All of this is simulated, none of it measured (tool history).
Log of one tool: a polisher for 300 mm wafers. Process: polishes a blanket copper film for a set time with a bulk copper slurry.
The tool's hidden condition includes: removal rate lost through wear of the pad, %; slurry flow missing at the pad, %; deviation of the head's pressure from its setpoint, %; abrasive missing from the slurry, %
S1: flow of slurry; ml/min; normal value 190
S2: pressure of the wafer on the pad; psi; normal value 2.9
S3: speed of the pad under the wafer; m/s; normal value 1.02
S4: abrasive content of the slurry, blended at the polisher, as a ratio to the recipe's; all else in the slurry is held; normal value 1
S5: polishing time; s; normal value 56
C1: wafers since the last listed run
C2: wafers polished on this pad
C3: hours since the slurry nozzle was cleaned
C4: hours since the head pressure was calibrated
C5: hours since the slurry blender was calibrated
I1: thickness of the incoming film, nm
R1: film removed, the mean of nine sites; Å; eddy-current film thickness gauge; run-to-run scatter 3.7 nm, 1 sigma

Run 1, day 0: usual settings; C1 0; C2 921; C3 577.8; C4 1239.4; C5 166.3; I1 3364.8. Result: R1 4207 Å.
Run 2, day 0.729: usual settings; C1 193; C2 1115; C3 595.3; C4 1256.9; C5 183.8; I1 3285.3. Result: R1 4175 Å.
Run 3, day 1.221: usual settings but S3 0.86 m/s, S4 0.85; C1 130; C2 1246; C3 607.1; C4 1268.7; C5 195.6; I1 3291.6. Result: R1 3463 Å.
Run 4, day 1.75: usual settings but S3 0.86 m/s, S4 0.85; C1 140; C2 1387; C3 619.8; C4 1281.4; C5 208.3; I1 3278. Result: R1 3484 Å.
At day 2.162: worn pad replaced by a new one, of another model than before.
Run 5, day 2.492: usual settings but S3 0.86 m/s, S4 0.85; C1 152; C2 87; C3 637.6; C4 1299.2; C5 226.1; I1 3270.7. Result: R1 3832 Å.
Run 6, day 2.775: usual settings; C1 75; C2 162; C3 644.4; C4 1306; C5 232.9; I1 3367.7. Result: R1 4258 Å.
Run 7, day 3.104: usual settings but S5 46 s; C1 87; C2 249; C3 652.3; C4 1313.9; C5 240.8; I1 3347.9. Result: R1 3468 Å.
Run 8, day 4.696: usual settings but S5 46 s; C1 423; C2 673; C3 690.5; C4 1352.1; C5 279; I1 3339.9. Result: R1 3414 Å.
Run 9, day 5.304: usual settings but S1 210 ml/min, S2 2.3 psi, S3 0.74 m/s, S5 74 s; C1 161; C2 835; C3 705.1; C4 1366.7; C5 293.6; I1 3243.5. Result: R1 4208 Å.
At day 5.533: slurry blender recalibrated.
Run 10, day 5.592: usual settings but S3 0.7 m/s; C1 54; C2 889; C3 712; C4 1373.6; C5 1.4; I1 3267.3. Result: R1 3571 Å.
Run 11, day 6.108: usual settings but S4 0.9, S5 75 s; C1 137; C2 1026; C3 724.4; C4 1386; C5 13.8; I1 3280.7. Result: R1 5570 Å.
Run 12, day 6.371: usual settings; C1 69; C2 1096; C3 730.7; C4 1392.3; C5 20.1; I1 3288.9. Result: R1 4187 Å.
At day 6.579: worn pad replaced by a new one.
Run 13, day 6.962: usual settings but S3 0.74 m/s; C1 113; C2 101; C3 744.9; C4 1406.5; C5 34.3; I1 3295.4. Result: R1 3644 Å.
Run 14, day 7.317: usual settings but S4 0.8; C1 94; C2 195; C3 753.4; C4 1415; C5 42.8; I1 3293.9. Result: R1 4067 Å.
At day 7.842: slurry nozzle cleaned.
Run 15, day 7.862: usual settings but S3 0.74 m/s; C1 134; C2 329; C3 0.5; C4 1428.1; C5 55.9; I1 3309.4. Result: R1 3770 Å.
Run 16, day 8.138: usual settings but S2 3.3 psi, S3 1.18 m/s, S5 48 s; C1 73; C2 403; C3 7.1; C4 1434.7; C5 62.5; I1 3307.7. Result: R1 4386 Å.
Run 17, day 8.796: usual settings but S4 0.75, S5 36 s; C1 175; C2 578; C3 22.9; C4 1450.5; C5 78.3; I1 3333.1. Result: R1 2690 Å.
Run 18, day 9.529: usual settings but S2 3.6 psi; C1 195; C2 773; C3 40.5; C4 1468.1; C5 95.9; I1 3350.5. Result: R1 4992 Å.
Run 19, day 11.104: usual settings but S1 130 ml/min, S4 1.25, S5 66 s; C1 418; C2 1192; C3 78.3; C4 1505.9; C5 133.7; I1 3274.4. Result: R1 5128 Å.
At day 11.542: worn pad replaced by a new one.
Run 20, day 11.692: usual settings but S1 130 ml/min, S5 65 s; C1 111; C2 39; C3 92.4; C4 1520; C5 147.8; I1 3318.1. Result: R1 4894 Å.
At day 12.058: head pressure recalibrated.
Run 21, day 12.312: usual settings but S1 150 ml/min, S2 2.5 psi, S3 1.34 m/s, S5 49 s; C1 142; C2 182; C3 107.3; C4 6.1; C5 162.7; I1 3253.3. Result: R1 3944 Å.
Run 22, day 12.604: usual settings but S2 3.3 psi; C1 77; C2 260; C3 114.3; C4 13.1; C5 169.7; I1 3288.9. Result: R1 4673 Å.

Forecast run 23:
Run 23, day 13.971: usual settings but S2 3.7 psi, S3 0.82 m/s; C1 363; C2 623; C3 147.1; C4 45.9; C5 202.5; I1 3282.4. Result: R1 ?.

{"run 23": {"R1": 4587}}
If the tool had no hidden condition, the same run with the same run-to-run variation would have returned R1 4663 Å.

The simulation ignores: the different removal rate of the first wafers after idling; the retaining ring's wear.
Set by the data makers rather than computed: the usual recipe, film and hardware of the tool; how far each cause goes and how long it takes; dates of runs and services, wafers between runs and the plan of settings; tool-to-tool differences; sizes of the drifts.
